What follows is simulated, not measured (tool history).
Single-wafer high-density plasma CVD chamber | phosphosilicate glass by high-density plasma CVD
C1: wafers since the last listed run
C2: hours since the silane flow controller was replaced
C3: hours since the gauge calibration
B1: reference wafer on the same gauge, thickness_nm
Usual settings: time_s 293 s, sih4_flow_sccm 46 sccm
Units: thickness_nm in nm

{"run": 1, "hour": 0.0, "time_s": 293, "sih4_flow_sccm": 46, "C1": 0, "C2": 3599.4, "C3": 597.7, "B1": 1270.245, "thickness_nm": 1180.288}
{"run": 2, "hour": 24.7, "time_s": 293, "sih4_flow_sccm": 46, "C1": 200, "C2": 3624.1, "C3": 622.4, "B1": 1270.178, "thickness_nm": 1179.847}
{"run": 3, "hour": 94.8, "time_s": 322, "sih4_flow_sccm": 41, "C1": 568, "C2": 3694.2, "C3": 692.5, "B1": 1270.34, "thickness_nm": 1182.216}
{"run": 4, "hour": 119.8, "time_s": 293, "sih4_flow_sccm": 46, "C1": 202, "C2": 3719.2, "C3": 717.5, "B1": 1270.628, "thickness_nm": 1179.021}
{"run": 5, "hour": 179.9, "time_s": 293, "sih4_flow_sccm": 46, "C1": 486, "C2": 3779.3, "C3": 777.6, "B1": 1270.438, "thickness_nm": 1181.804}
{"run": 6, "hour": 229.0, "time_s": 293, "sih4_flow_sccm": 46, "C1": 397, "C2": 3828.4, "C3": 826.7, "B1": 1270.254, "thickness_nm": 1186.449}
{"run": 7, "hour": 289.7, "time_s": 293, "sih4_flow_sccm": 42, "C1": 491, "C2": 3889.1, "C3": 887.4, "B1": 1270.192, "thickness_nm": 1097.955}
{"run": 8, "hour": 317.4, "time_s": 293, "sih4_flow_sccm": 46, "C1": 224, "C2": 3916.8, "C3": 915.1, "B1": 1270.043, "thickness_nm": 1176.336}
{"hour": 317.8, "done": "gauge calibrated"}
{"run": 9, "hour": 352.7, "time_s": 293, "sih4_flow_sccm": 46, "C1": 286, "C2": 3952.1, "C3": 34.9, "B1": 1270.307, "thickness_nm": 1176.227}
{"run": 10, "hour": 424.4, "time_s": 293, "sih4_flow_sccm": 46, "C1": 580, "C2": 4023.8, "C3": 106.6, "B1": 1267.775, "thickness_nm": 1174.194}
{"run": 11, "hour": 483.2, "time_s": 293, "sih4_flow_sccm": 46, "C1": 476, "C2": 4082.6, "C3": 165.4, "B1": 1268.786, "thickness_nm": 1186.745}
{"run": 12, "hour": 523.4, "time_s": 339, "sih4_flow_sccm": 40, "C1": 325, "C2": 4122.8, "C3": 205.6, "B1": 1270.08, "thickness_nm": 1226.746}
{"run": 13, "hour": 548.3, "time_s": 249, "sih4_flow_sccm": 42, "C1": 201, "C2": 4147.7, "C3": 230.5, "B1": 1270.384, "thickness_nm": 930.531}
{"run": 14, "hour": 595.4, "time_s": 318, "sih4_flow_sccm": 49, "C1": 381, "C2": 4194.8, "C3": 277.6, "B1": 1269.829, "thickness_nm": 1347.071}
{"hour": 658.8, "done": "silane flow controller replaced"}
{"run": 15, "hour": 659.3, "time_s": 293, "sih4_flow_sccm": 46, "C1": 452, "C2": 0.5, "C3": 341.5, "B1": 1270.009, "thickness_nm": 1236.883}
{"run": 16, "hour": 707.0, "time_s": 333, "sih4_flow_sccm": 54, "C1": 386, "C2": 48.2, "C3": 389.2, "B1": 1271.105, "thickness_nm": 1605.482}
{"run": 17, "hour": 750.7, "time_s": 293, "sih4_flow_sccm": 46, "C1": 354, "C2": 91.9, "C3": 432.9, "B1": 1269.5, "thickness_nm": 1230.546}
{"run": 18, "hour": 821.0, "time_s": 340, "sih4_flow_sccm": 43, "C1": 569, "C2": 162.2, "C3": 503.2, "B1": 1269.961, "thickness_nm": 1345.678}
{"run": 19, "hour": 850.0, "time_s": 312, "sih4_flow_sccm": 49, "C1": 234, "C2": 191.2, "C3": 532.2, "B1": 1271.853, "thickness_nm": 1372.764}
{"run": 20, "hour": 897.0, "time_s": 273, "sih4_flow_sccm": 46, "C1": 380, "C2": 238.2, "C3": 579.2, "B1": 1268.419, "thickness_nm": 1147.605}
{"run": 21, "hour": 961.5, "time_s": 257, "sih4_flow_sccm": 51, "C1": 522, "C2": 302.7, "C3": 643.7, "B1": 1270.364, "thickness_nm": 1165.609}
{"run": 22, "hour": 1002.0, "time_s": 293, "sih4_flow_sccm": 46, "C1": 328, "C2": 343.2, "C3": 684.2, "B1": 1269.288, "thickness_nm": 1224.186}

Measured less the same run without the tool's hidden state. The same run-to-run variation is in both; the gauge's scatter may not be:
The hidden state here: delivered silane flow above the setpoint (%); gauge reads high (%).
run=1 thickness_nm=-49.478
run=2 thickness_nm=-49.530
run=3 thickness_nm=-49.826
run=4 thickness_nm=-49.759
run=5 thickness_nm=-50.033
run=6 thickness_nm=-50.353
run=7 thickness_nm=-46.732
run=8 thickness_nm=-50.132
run=9 thickness_nm=-50.206
run=10 thickness_nm=-50.273
run=11 thickness_nm=-50.931
run=12 thickness_nm=-52.730
run=13 thickness_nm=-40.035
run=14 thickness_nm=-58.057
run=15 thickness_nm=+4.826
run=16 thickness_nm=+3.223
run=17 thickness_nm=+0.403
run=18 thickness_nm=-3.047
run=19 thickness_nm=-4.524
run=20 thickness_nm=-5.647
run=21 thickness_nm=-8.233
run=22 thickness_nm=-10.230
